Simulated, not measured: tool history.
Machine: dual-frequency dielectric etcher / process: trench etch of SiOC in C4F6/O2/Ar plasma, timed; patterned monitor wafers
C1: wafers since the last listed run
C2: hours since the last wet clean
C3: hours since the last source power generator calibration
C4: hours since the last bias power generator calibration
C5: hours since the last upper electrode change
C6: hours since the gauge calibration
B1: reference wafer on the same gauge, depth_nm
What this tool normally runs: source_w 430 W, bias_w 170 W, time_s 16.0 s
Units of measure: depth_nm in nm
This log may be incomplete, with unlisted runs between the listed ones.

{"run": 1, "hour": 0.0, "source_w": 430, "bias_w": 170, "time_s": 19.0, "C1": 0, "C2": 132.1, "C3": 1792.3, "C4": 3713.1, "C5": 1418.8, "C6": 696.9, "B1": 29.92, "depth_nm": 38.31}
{"run": 2, "hour": 63.9, "source_w": 430, "bias_w": 170, "time_s": 19.0, "C1": 963, "C2": 196.0, "C3": 1856.2, "C4": 3777.0, "C5": 1482.7, "C6": 760.8, "B1": 29.97, "depth_nm": 38.22}
{"run": 3, "hour": 111.1, "source_w": 430, "bias_w": 170, "time_s": 16.0, "C1": 711, "C2": 243.2, "C3": 1903.4, "C4": 3824.2, "C5": 1529.9, "C6": 808.0, "B1": 29.96, "depth_nm": 32.13}
{"run": 4, "hour": 178.9, "source_w": 430, "bias_w": 170, "time_s": 16.0, "C1": 1021, "C2": 311.0, "C3": 1971.2, "C4": 3892.0, "C5": 1597.7, "C6": 875.8, "B1": 29.83, "depth_nm": 32.04}
{"run": 5, "hour": 204.0, "source_w": 430, "bias_w": 170, "time_s": 16.0, "C1": 378, "C2": 336.1, "C3": 1996.3, "C4": 3917.1, "C5": 1622.8, "C6": 900.9, "B1": 29.9, "depth_nm": 32.12}
{"run": 6, "hour": 230.8, "source_w": 430, "bias_w": 170, "time_s": 16.0, "C1": 403, "C2": 362.9, "C3": 2023.1, "C4": 3943.9, "C5": 1649.6, "C6": 927.7, "B1": 29.89, "depth_nm": 31.95}
{"hour": 300.2, "done": "wet clean of the chamber"}
{"run": 7, "hour": 300.7, "source_w": 430, "bias_w": 170, "time_s": 16.0, "C1": 691, "C2": 0.5, "C3": 2093.0, "C4": 4013.8, "C5": 1719.5, "C6": 997.6, "B1": 29.89, "depth_nm": 31.23}
{"run": 8, "hour": 307.8, "source_w": 430, "bias_w": 170, "time_s": 16.0, "C1": 107, "C2": 7.6, "C3": 2100.1, "C4": 4020.9, "C5": 1726.6, "C6": 1004.7, "B1": 29.85, "depth_nm": 31.11}
{"run": 9, "hour": 360.0, "source_w": 430, "bias_w": 145, "time_s": 16.0, "C1": 786, "C2": 59.8, "C3": 2152.3, "C4": 4073.1, "C5": 1778.8, "C6": 1056.9, "B1": 29.88, "depth_nm": 29.41}
{"hour": 371.5, "done": "gauge calibrated"}
{"run": 10, "hour": 395.7, "source_w": 430, "bias_w": 145, "time_s": 16.0, "C1": 538, "C2": 95.5, "C3": 2188.0, "C4": 4108.8, "C5": 1814.5, "C6": 24.2, "B1": 29.85, "depth_nm": 29.44}
{"run": 11, "hour": 465.4, "source_w": 430, "bias_w": 170, "time_s": 16.0, "C1": 1050, "C2": 165.2, "C3": 2257.7, "C4": 4178.5, "C5": 1884.2, "C6": 93.9, "B1": 29.96, "depth_nm": 30.59}
{"run": 12, "hour": 514.1, "source_w": 430, "bias_w": 170, "time_s": 16.0, "C1": 733, "C2": 213.9, "C3": 2306.4, "C4": 4227.2, "C5": 1932.9, "C6": 142.6, "B1": 29.93, "depth_nm": 30.33}
{"hour": 543.3, "done": "wet clean of the chamber, repeated, since the last time left the tool worse"}
{"run": 13, "hour": 544.6, "source_w": 430, "bias_w": 170, "time_s": 16.0, "C1": 97, "C2": 1.3, "C3": 2336.9, "C4": 4257.7, "C5": 1963.4, "C6": 173.1, "B1": 29.95, "depth_nm": 32.65}
{"run": 14, "hour": 592.0, "source_w": 430, "bias_w": 170, "time_s": 16.0, "C1": 714, "C2": 48.7, "C3": 2384.3, "C4": 4305.1, "C5": 2010.8, "C6": 220.5, "B1": 29.89, "depth_nm": 32.86}
{"hour": 601.4, "done": "source power generator calibrated"}
{"run": 15, "hour": 617.4, "source_w": 430, "bias_w": 170, "time_s": 19.0, "C1": 322, "C2": 74.1, "C3": 16.0, "C4": 4330.5, "C5": 2036.2, "C6": 245.9, "B1": 29.88, "depth_nm": 38.52}
{"run": 16, "hour": 650.0, "source_w": 430, "bias_w": 170, "time_s": 16.0, "C1": 491, "C2": 106.7, "C3": 48.6, "C4": 4363.1, "C5": 2068.8, "C6": 278.5, "B1": 29.92, "depth_nm": 32.79}
{"run": 17, "hour": 691.3, "source_w": 430, "bias_w": 170, "time_s": 16.0, "C1": 622, "C2": 148.0, "C3": 89.9, "C4": 4404.4, "C5": 2110.1, "C6": 319.8, "B1": 29.86, "depth_nm": 32.57}
{"run": 18, "hour": 732.5, "source_w": 520, "bias_w": 170, "time_s": 16.0, "C1": 620, "C2": 189.2, "C3": 131.1, "C4": 4445.6, "C5": 2151.3, "C6": 361.0, "B1": 29.85, "depth_nm": 34.54}
{"hour": 738.9, "done": "bias power generator calibrated"}
{"hour": 769.7, "done": "upper electrode replaced"}
{"run": 19, "hour": 791.7, "source_w": 430, "bias_w": 170, "time_s": 16.0, "C1": 470, "C2": 248.4, "C3": 190.3, "C4": 52.8, "C5": 22.0, "C6": 420.2, "B1": 29.91, "depth_nm": 32.15}
{"run": 20, "hour": 820.8, "source_w": 430, "bias_w": 170, "time_s": 14.0, "C1": 438, "C2": 277.5, "C3": 219.4, "C4": 81.9, "C5": 51.1, "C6": 449.3, "B1": 29.94, "depth_nm": 28.22}
{"hour": 891.3, "done": "wet clean of the chamber"}
{"run": 21, "hour": 891.8, "source_w": 430, "bias_w": 184, "time_s": 12.5, "C1": 708, "C2": 0.5, "C3": 290.4, "C4": 152.9, "C5": 122.1, "C6": 520.3, "B1": 29.91, "depth_nm": 26.11}
{"run": 22, "hour": 924.8, "source_w": 330, "bias_w": 137, "time_s": 19.5, "C1": 497, "C2": 33.5, "C3": 323.4, "C4": 185.9, "C5": 155.1, "C6": 553.3, "B1": 29.99, "depth_nm": 34.59}
{"run": 23, "hour": 978.6, "source_w": 430, "bias_w": 170, "time_s": 16.0, "C1": 810, "C2": 87.3, "C3": 377.2, "C4": 239.7, "C5": 208.9, "C6": 607.1, "B1": 29.81, "depth_nm": 32.53}
{"run": 24, "hour": 1021.7, "source_w": 510, "bias_w": 182, "time_s": 12.5, "C1": 649, "C2": 130.4, "C3": 420.3, "C4": 282.8, "C5": 252.0, "C6": 650.2, "B1": 29.83, "depth_nm": 27.44}
{"run": 25, "hour": 1075.1, "source_w": 510, "bias_w": 138, "time_s": 14.0, "C1": 804, "C2": 183.8, "C3": 473.7, "C4": 336.2, "C5": 305.4, "C6": 703.6, "B1": 30.0, "depth_nm": 28.76}
{"run": 26, "hour": 1101.5, "source_w": 380, "bias_w": 170, "time_s": 17.5, "C1": 397, "C2": 210.2, "C3": 500.1, "C4": 362.6, "C5": 331.8, "C6": 730.0, "B1": 29.9, "depth_nm": 34.24}
{"run": 27, "hour": 1146.8, "source_w": 500, "bias_w": 133, "time_s": 14.0, "C1": 682, "C2": 255.5, "C3": 545.4, "C4": 407.9, "C5": 377.1, "C6": 775.3, "B1": 29.99, "depth_nm": 27.98}
{"run": 28, "hour": 1200.3, "source_w": 480, "bias_w": 131, "time_s": 19.0, "C1": 806, "C2": 309.0, "C3": 598.9, "C4": 461.4, "C5": 430.6, "C6": 828.8, "B1": 29.84, "depth_nm": 36.95}

What if the next run were any one of these 4? Each begins from the tool's condition after run 28:
{"run": "A", "hour": 1200.7, "source_w": 430, "bias_w": 140, "time_s": 16.0, "C1": 6, "C2": 309.4, "C3": 599.3, "C4": 461.8, "C5": 431.0, "C6": 829.2, "B1": "?", "depth_nm": "?"}
{"run": "B", "hour": 1200.7, "source_w": 430, "bias_w": 141, "time_s": 16.0, "C1": 6, "C2": 309.4, "C3": 599.3, "C4": 461.8, "C5": 431.0, "C6": 829.2, "B1": "?", "depth_nm": "?"}
{"run": "C", "hour": 1200.7, "source_w": 340, "bias_w": 170, "time_s": 16.0, "C1": 6, "C2": 309.4, "C3": 599.3, "C4": 461.8, "C5": 431.0, "C6": 829.2, "B1": "?", "depth_nm": "?"}
{"run": "D", "hour": 1200.7, "source_w": 340, "bias_w": 156, "time_s": 19.5, "C1": 6, "C2": 309.4, "C3": 599.3, "C4": 461.8, "C5": 431.0, "C6": 829.2, "B1": "?", "depth_nm": "?"}

run=A B1=29.94 depth_nm=30.81
run=B B1=29.94 depth_nm=30.86
run=C B1=29.94 depth_nm=30.03
run=D B1=29.94 depth_nm=35.81
With no hidden state in the tool, these same runs would have given:
run=A depth_nm=31.37
run=B depth_nm=31.43
run=C depth_nm=30.58
run=D depth_nm=36.47

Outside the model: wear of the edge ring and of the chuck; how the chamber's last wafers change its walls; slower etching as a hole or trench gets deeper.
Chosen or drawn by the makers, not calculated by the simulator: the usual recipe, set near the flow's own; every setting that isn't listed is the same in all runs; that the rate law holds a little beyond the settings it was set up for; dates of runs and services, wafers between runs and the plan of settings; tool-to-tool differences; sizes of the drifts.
